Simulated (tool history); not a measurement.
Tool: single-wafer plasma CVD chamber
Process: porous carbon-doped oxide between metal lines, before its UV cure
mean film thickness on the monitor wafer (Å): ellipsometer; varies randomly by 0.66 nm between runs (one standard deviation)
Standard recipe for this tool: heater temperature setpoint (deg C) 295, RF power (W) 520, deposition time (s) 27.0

run,hour,heater temperature setpoint (deg C),RF power (W),deposition time (s),"read-back reference wafer on the same gauge, thickness_nm",mean film thickness on the monitor wafer (Å)
1,0.0,295,520,27.0,186.967,1621.75
2,19.9,295,520,27.0,186.901,1625.71
3,50.7,295,520,27.0,186.790,1618.17
4,68.4,295,520,27.0,187.455,1615.36
5,153.3,300,520,28.2,187.577,1629.99
6,166.7,300,520,28.2,186.905,1635.66
7,184.2,295,520,27.0,186.838,1613.01
8,196.9,295,520,27.0,187.338,1621.32
9,232.4,295,520,28.8,187.577,1721.35
10,258.2,295,520,28.8,187.035,1723.82
11,277.8,295,520,28.8,186.691,1725.26
12,301.4,295,520,27.0,186.472,1621.31
13,337.3,295,520,27.0,187.126,1620.74
14,357.8,295,520,27.0,186.843,1627.22
15,373.2,295,520,27.0,187.066,1621.65
16,398.7,295,520,30.7,187.004,1835.34
17,500.6,302,445,32.2,186.980,1580.33
18,519.2,295,520,27.0,186.595,1629.30
19,546.0,295,520,31.2,187.476,1873.89
20,578.2,295,590,27.0,187.063,1816.73
21,613.2,295,590,31.0,187.103,2074.15
22,632.7,282,570,25.0,186.805,1854.51
23,642.2,295,520,27.0,186.894,1678.56
24,672.0,295,450,24.2,187.326,1315.00
25,680.1,308,600,22.6,187.086,1458.06
26,773.1,310,560,27.0,186.977,1550.64
27,782.6,295,520,24.3,186.625,1428.44
28,796.2,283,605,23.9,187.275,1754.46
29,865.0,284,420,23.0,186.758,1177.27
30,889.5,295,520,27.0,187.332,1587.16
31,914.2,300,450,29.7,187.002,1477.14
32,932.4,291,490,24.1,186.700,1391.31
33,966.1,303,520,30.3,186.570,1690.41

Put back what was entered between runs (6 entries, withheld): which listed runs does each sit between, and how does the hidden state differ from the listed run before to the listed run after?
Logged between run 9 and run 10: gauge calibrated (hour 247.5)
  wafer temperature above the value expected at the setpoint (K): -2.84 -> -2.91
  measured less the result without the state, mean film thickness on the monitor wafer (Å): +32.53 -> +33.37
Logged between run 21 and run 22: thermocouple changed; heater temperature recalibrated (hour 632.2)
  wafer temperature above the value expected at the setpoint (K): -3.94 -> -7.79
  measured less the result without the state, mean film thickness on the monitor wafer (Å): +54.30 -> +103.57
Logged between run 23 and run 24: RF generator calibrated (hour 671.5)
  no hidden state differs between the two runs
  measured less the result without the state, mean film thickness on the monitor wafer (Å): +87.27 -> +68.38
Logged between run 25 and run 26: showerhead replaced (hour 719.5); gauge calibrated (hour 744.1); thermocouple changed; heater temperature recalibrated, repeated, since the last time left the tool worse (hour 772.6)
  wafer temperature above the value expected at the setpoint (K): -7.79 -> -0.42
  measured less the result without the state, mean film thickness on the monitor wafer (Å): +69.77 -> +3.89
